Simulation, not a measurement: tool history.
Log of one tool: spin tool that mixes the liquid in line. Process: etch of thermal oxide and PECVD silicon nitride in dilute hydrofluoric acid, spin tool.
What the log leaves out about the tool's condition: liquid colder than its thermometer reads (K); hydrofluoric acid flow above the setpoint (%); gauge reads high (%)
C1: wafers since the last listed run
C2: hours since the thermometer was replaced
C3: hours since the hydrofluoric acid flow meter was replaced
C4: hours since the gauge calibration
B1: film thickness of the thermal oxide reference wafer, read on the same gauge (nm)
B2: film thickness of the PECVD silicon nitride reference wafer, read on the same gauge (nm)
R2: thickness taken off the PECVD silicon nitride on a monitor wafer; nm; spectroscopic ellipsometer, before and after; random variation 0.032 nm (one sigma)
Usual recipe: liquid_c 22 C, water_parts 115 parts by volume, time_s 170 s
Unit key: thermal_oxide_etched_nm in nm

run 1 hour=0 | liquid_c=22 water_parts=115 time_s=170 | C1=0 C2=2738 C3=11 C4=430 | B1=79.97 B2=90.031 | thermal_oxide_etched_nm=5.54 R2=3.839
run 2 hour=34.8 | liquid_c=22 water_parts=115 time_s=170 | C1=155 C2=2772.8 C3=45.8 C4=464.8 | B1=79.97 B2=89.996 | thermal_oxide_etched_nm=5.55 R2=3.852
run 3 hour=60.8 | liquid_c=22 water_parts=115 time_s=170 | C1=116 C2=2798.8 C3=71.8 C4=490.8 | B1=79.99 B2=90.009 | thermal_oxide_etched_nm=5.58 R2=3.85
run 4 hour=95.4 | liquid_c=22 water_parts=115 time_s=170 | C1=155 C2=2833.4 C3=106.4 C4=525.4 | B1=79.99 B2=89.995 | thermal_oxide_etched_nm=5.59 R2=3.858
run 5 hour=120.2 | liquid_c=21 water_parts=115 time_s=170 | C1=111 C2=2858.2 C3=131.2 C4=550.2 | B1=80.01 B2=89.998 | thermal_oxide_etched_nm=5.34 R2=3.606
run 6 hour=147.7 | liquid_c=21 water_parts=115 time_s=170 | C1=123 C2=2885.7 C3=158.7 C4=577.7 | B1=80.03 B2=89.986 | thermal_oxide_etched_nm=5.31 R2=3.549
-- hour=149.2 thermometer replaced
run 7 hour=180.8 | liquid_c=26 water_parts=75 time_s=170 | C1=143 C2=31.6 C3=191.8 C4=610.8 | B1=79.97 B2=90.005 | thermal_oxide_etched_nm=11.59 R2=9.062
run 8 hour=206.1 | liquid_c=24 water_parts=60 time_s=220 | C1=113 C2=56.9 C3=217.1 C4=636.1 | B1=80.04 B2=89.992 | thermal_oxide_etched_nm=17.82 R2=12.844
-- hour=222.7 gauge calibrated
run 9 hour=223.3 | liquid_c=25.5 water_parts=135 time_s=250 | C1=77 C2=74.1 C3=234.3 C4=0.6 | B1=79.99 B2=89.981 | thermal_oxide_etched_nm=8.69 R2=7.153
run 10 hour=241.8 | liquid_c=21 water_parts=115 time_s=170 | C1=82 C2=92.6 C3=252.8 C4=19.1 | B1=80 B2=89.997 | thermal_oxide_etched_nm=5.98 R2=4.274
run 11 hour=254.5 | liquid_c=17.5 water_parts=160 time_s=95 | C1=56 C2=105.3 C3=265.5 C4=31.8 | B1=80 B2=90.022 | thermal_oxide_etched_nm=1.96 R2=1.356
run 12 hour=287.8 | liquid_c=19 water_parts=115 time_s=170 | C1=149 C2=138.6 C3=298.8 C4=65.1 | B1=80 B2=90.006 | thermal_oxide_etched_nm=5.4 R2=3.697
run 13 hour=314.1 | liquid_c=20.5 water_parts=115 time_s=170 | C1=117 C2=164.9 C3=325.1 C4=91.4 | B1=79.96 B2=89.991 | thermal_oxide_etched_nm=5.83 R2=4.094
run 14 hour=331.1 | liquid_c=22 water_parts=115 time_s=250 | C1=76 C2=181.9 C3=342.1 C4=108.4 | B1=79.96 B2=89.996 | thermal_oxide_etched_nm=9.13 R2=6.713
run 15 hour=360.9 | liquid_c=22 water_parts=130 time_s=170 | C1=133 C2=211.7 C3=371.9 C4=138.2 | B1=80.02 B2=90.006 | thermal_oxide_etched_nm=5.32 R2=4.024
run 16 hour=376.2 | liquid_c=22 water_parts=115 time_s=170 | C1=68 C2=227 C3=387.2 C4=153.5 | B1=80.04 B2=90.006 | thermal_oxide_etched_nm=6.19 R2=4.533
run 17 hour=408.9 | liquid_c=23.5 water_parts=115 time_s=75 | C1=146 C2=259.7 C3=419.9 C4=186.2 | B1=80 B2=90.022 | thermal_oxide_etched_nm=2.89 R2=2.213
run 18 hour=437 | liquid_c=22 water_parts=115 time_s=170 | C1=125 C2=287.8 C3=448 C4=214.3 | B1=79.99 B2=89.999 | thermal_oxide_etched_nm=6.18 R2=4.498
run 19 hour=469 | liquid_c=22 water_parts=115 time_s=170 | C1=143 C2=319.8 C3=480 C4=246.3 | B1=80.01 B2=89.998 | thermal_oxide_etched_nm=6.16 R2=4.531
run 20 hour=501.4 | liquid_c=22 water_parts=155 time_s=170 | C1=145 C2=352.2 C3=512.4 C4=278.7 | B1=80.02 B2=89.994 | thermal_oxide_etched_nm=4.32 R2=3.312
run 21 hour=531.1 | liquid_c=18.5 water_parts=70 time_s=115 | C1=133 C2=381.9 C3=542.1 C4=308.4 | B1=80 B2=89.995 | thermal_oxide_etched_nm=6.19 R2=3.844
run 22 hour=553.7 | liquid_c=17.5 water_parts=160 time_s=95 | C1=101 C2=404.5 C3=564.7 C4=331 | B1=80 B2=89.995 | thermal_oxide_etched_nm=1.93 R2=1.331
run 23 hour=577.7 | liquid_c=22 water_parts=115 time_s=170 | C1=107 C2=428.5 C3=588.7 C4=355 | B1=79.98 B2=89.996 | thermal_oxide_etched_nm=6.08 R2=4.482
run 24 hour=619 | liquid_c=22 water_parts=165 time_s=170 | C1=185 C2=469.8 C3=630 C4=396.3 | B1=79.99 B2=90.003 | thermal_oxide_etched_nm=3.98 R2=3.083
run 25 hour=648.2 | liquid_c=23.5 water_parts=115 time_s=105 | C1=130 C2=499 C3=659.2 C4=425.5 | B1=79.99 B2=90.005 | thermal_oxide_etched_nm=4.03 R2=3.052
run 26 hour=666 | liquid_c=22 water_parts=115 time_s=170 | C1=79 C2=516.8 C3=677 C4=443.3 | B1=80.01 B2=90.003 | thermal_oxide_etched_nm=6.08 R2=4.5
run 27 hour=698 | liquid_c=22 water_parts=115 time_s=170 | C1=143 C2=548.8 C3=709 C4=475.3 | B1=79.99 B2=89.979 | thermal_oxide_etched_nm=6.09 R2=4.429

Each row is a separate what-if for the run after 27, all from the same tool condition, not one after another. Results?
run A hour=698.5 | liquid_c=22 water_parts=115 time_s=95 | C1=2 C2=549.3 C3=709.5 C4=475.8 | B1=? B2=? | thermal_oxide_etched_nm=? R2=?
run B hour=698.5 | liquid_c=22 water_parts=65 time_s=90 | C1=2 C2=549.3 C3=709.5 C4=475.8 | B1=? B2=? | thermal_oxide_etched_nm=? R2=?
run C hour=698.5 | liquid_c=22 water_parts=170 time_s=170 | C1=2 C2=549.3 C3=709.5 C4=475.8 | B1=? B2=? | thermal_oxide_etched_nm=? R2=?

run=A B1=80.01 B2=90.001 thermal_oxide_etched_nm=3.36 R2=2.487
run=B B1=80.01 B2=90.001 thermal_oxide_etched_nm=5.97 R2=4.118
run=C B1=80.01 B2=90.001 thermal_oxide_etched_nm=3.83 R2=3.035
With the hidden condition removed and each run's random variation left untouched, the same runs would have given:
run=A thermal_oxide_etched_nm=3.45 R2=2.6
run=B thermal_oxide_etched_nm=6.14 R2=4.311
run=C thermal_oxide_etched_nm=3.93 R2=3.17
